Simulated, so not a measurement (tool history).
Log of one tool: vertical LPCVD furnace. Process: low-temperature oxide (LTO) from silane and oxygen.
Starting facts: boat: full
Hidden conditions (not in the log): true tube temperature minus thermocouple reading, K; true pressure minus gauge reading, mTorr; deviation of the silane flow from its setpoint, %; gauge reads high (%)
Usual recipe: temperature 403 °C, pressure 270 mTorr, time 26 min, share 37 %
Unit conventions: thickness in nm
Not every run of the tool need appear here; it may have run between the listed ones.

| run | hour | temperature | pressure | time | share | wafers since the last listed run | hours since the last temperature calibration | hours since the pressure gauge was zeroed | hours since the silane flow controller was replaced | hours since the gauge calibration | read-back reference wafer on the same gauge, thickness | thickness |
|---|---|---|---|---|---|---|---|---|---|---|---|---|
| 1 | 0 | 403 | 270 | 26 | 37 | 0 | 2766.7 | 4949.4 | 2412.2 | 85.4 | 314.72 | 269.48 |
| 2 | 16.5 | 403 | 270 | 26 | 37 | 473 | 2783.2 | 4965.9 | 2428.7 | 101.9 | 314.71 | 269.35 |
| 3 | 26.8 | 403 | 270 | 26 | 37 | 295 | 2793.5 | 4976.2 | 2439 | 112.2 | 314.38 | 269.1 |
| 4 | 34.4 | 403 | 270 | 26 | 37 | 217 | 2801.1 | 4983.8 | 2446.6 | 119.8 | 314.43 | 268.88 |
| 5 | 48.5 | 403 | 270 | 26 | 37 | 404 | 2815.2 | 4997.9 | 2460.7 | 133.9 | 314.04 | 268.85 |
| 6 | 65.1 | 403 | 270 | 21 | 37 | 475 | 2831.8 | 5014.5 | 2477.3 | 150.5 | 313.91 | 217.29 |
| 7 | 80.3 | 403 | 270 | 21 | 37 | 435 | 2847 | 5029.7 | 2492.5 | 165.7 | 313.63 | 217.55 |
|  | 117.9 | thermocouples replaced and temperature profile calibrated |
|  | 121.3 | gauge calibrated |
|  | 140.4 | pressure gauge zeroed |
|  | 162.3 | silane flow controller replaced |
| 8 | 162.8 | 403 | 225 | 26 | 37 | 402 | 44.9 | 22.4 | 0.5 | 41.5 | 315.44 | 224.52 |
| 9 | 166.1 | 403 | 225 | 26 | 37 | 94 | 48.2 | 25.7 | 3.8 | 44.8 | 315.31 | 225.22 |
| 10 | 169.3 | 403 | 270 | 26 | 37 | 91 | 51.4 | 28.9 | 7 | 48 | 315.51 | 270.38 |
| 11 | 172.5 | 396 | 325 | 35.5 | 37 | 91 | 54.6 | 32.1 | 10.2 | 51.2 | 315.07 | 409.77 |
| 12 | 175.8 | 407 | 270 | 26 | 30 | 94 | 57.9 | 35.4 | 13.5 | 54.5 | 315.21 | 212.47 |
| 13 | 179 | 413 | 295 | 34.5 | 43 | 91 | 61.1 | 38.6 | 16.7 | 57.7 | 315.33 | 517.85 |
| 14 | 182.2 | 403 | 270 | 26 | 37 | 91 | 64.3 | 41.8 | 19.9 | 60.9 | 315.2 | 270.41 |
| 15 | 185.5 | 399 | 240 | 26 | 37 | 94 | 67.6 | 45.1 | 23.2 | 64.2 | 315.35 | 229.64 |
| 16 | 188.7 | 414 | 270 | 26 | 37 | 91 | 70.8 | 48.3 | 26.4 | 67.4 | 315.19 | 304.68 |
| 17 | 203 | 399 | 270 | 26 | 37 | 409 | 85.1 | 62.6 | 40.7 | 81.7 | 315.09 | 257.93 |
| 18 | 211.7 | 409 | 270 | 26 | 37 | 249 | 93.8 | 71.3 | 49.4 | 90.4 | 314.65 | 287.92 |

Hidden condition of the tool, last listed run before each entry between runs versus first listed run after:
After run 7, before run 8: thermocouples replaced and temperature profile calibrated (hour 117.9); gauge calibrated (hour 121.3); pressure gauge zeroed (hour 140.4); silane flow controller replaced (hour 162.3)
  gauge reads high (%): -0.704 -> -0.164
  what was measured, less what the result would be without the hidden state, thickness: -1.55 -> -0.37 nm

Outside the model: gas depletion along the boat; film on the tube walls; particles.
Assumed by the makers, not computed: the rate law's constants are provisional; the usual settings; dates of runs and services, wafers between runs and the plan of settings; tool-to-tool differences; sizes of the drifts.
